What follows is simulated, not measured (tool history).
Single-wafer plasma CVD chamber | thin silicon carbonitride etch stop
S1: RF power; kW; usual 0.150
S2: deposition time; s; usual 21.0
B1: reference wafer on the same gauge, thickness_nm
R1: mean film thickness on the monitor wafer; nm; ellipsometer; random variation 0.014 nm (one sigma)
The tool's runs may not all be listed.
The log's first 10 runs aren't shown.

| run | hour | S1 | S2 | B1 | R1 |
|---|---|---|---|---|---|
| 11 | 746.9 | 0.150 | 21.0 | 10.311 | 9.504 |
| 12 | 824.2 | 0.150 | 21.0 | 10.313 | 9.469 |
| 13 | 877.4 | 0.150 | 21.0 | 10.310 | 9.454 |
|  | 930.2 | showerhead replaced |
| 14 | 930.7 | 0.160 | 21.0 | 10.309 | 9.623 |
| 15 | 965.4 | 0.160 | 21.0 | 10.314 | 9.644 |
| 16 | 1071.4 | 0.130 | 23.5 | 10.315 | 10.204 |
| 17 | 1108.4 | 0.150 | 21.0 | 10.307 | 9.459 |
| 18 | 1203.0 | 0.135 | 23.3 | 10.309 | 10.203 |
| 19 | 1275.7 | 0.150 | 19.2 | 10.310 | 8.631 |
| 20 | 1362.1 | 0.120 | 19.1 | 10.314 | 8.104 |
|  | 1416.9 | gauge calibrated |
| 21 | 1419.1 | 0.130 | 19.2 | 10.314 | 8.342 |
|  | 1433.9 | thermocouple changed; heater temperature recalibrated |
| 22 | 1456.4 | 0.175 | 22.8 | 10.307 | 10.647 |
| 23 | 1510.1 | 0.150 | 19.6 | 10.308 | 8.784 |
|  | 1583.0 | RF generator calibrated |
| 24 | 1806.6 | 0.165 | 23.0 | 10.311 | 10.671 |
| 25 | 1856.2 | 0.135 | 18.4 | 10.309 | 8.108 |
| 26 | 1904.0 | 0.150 | 21.0 | 10.312 | 9.531 |
| 27 | 1988.8 | 0.150 | 21.0 | 10.310 | 9.472 |
| 28 | 2054.4 | 0.180 | 24.8 | 10.305 | 11.731 |
| 29 | 2145.7 | 0.180 | 19.5 | 10.312 | 9.219 |
| 30 | 2189.2 | 0.165 | 18.1 | 10.312 | 8.372 |
| 31 | 2259.4 | 0.150 | 21.0 | 10.315 | 9.459 |

Forecast each of these 5 alternatives for the next run:
| A | 2259.8 | 0.150 | 21.0 | ? | ? |
| B | 2259.8 | 0.170 | 23.4 | ? | ? |
| C | 2259.8 | 0.165 | 19.4 | ? | ? |
| D | 2259.8 | 0.165 | 19.1 | ? | ? |
| E | 2259.8 | 0.150 | 22.6 | ? | ? |

| run | B1 | R1 |
|---|---|---|
| A | 10.309 | 9.438 |
| B | 10.309 | 10.859 |
| C | 10.309 | 8.934 |
| D | 10.309 | 8.796 |
| E | 10.309 | 10.157 |
Without the tool's hidden state the same runs would have given:
| run | R1 |
|---|---|
| A | 9.604 |
| B | 11.050 |
| C | 9.091 |
| D | 8.950 |
| E | 10.335 |

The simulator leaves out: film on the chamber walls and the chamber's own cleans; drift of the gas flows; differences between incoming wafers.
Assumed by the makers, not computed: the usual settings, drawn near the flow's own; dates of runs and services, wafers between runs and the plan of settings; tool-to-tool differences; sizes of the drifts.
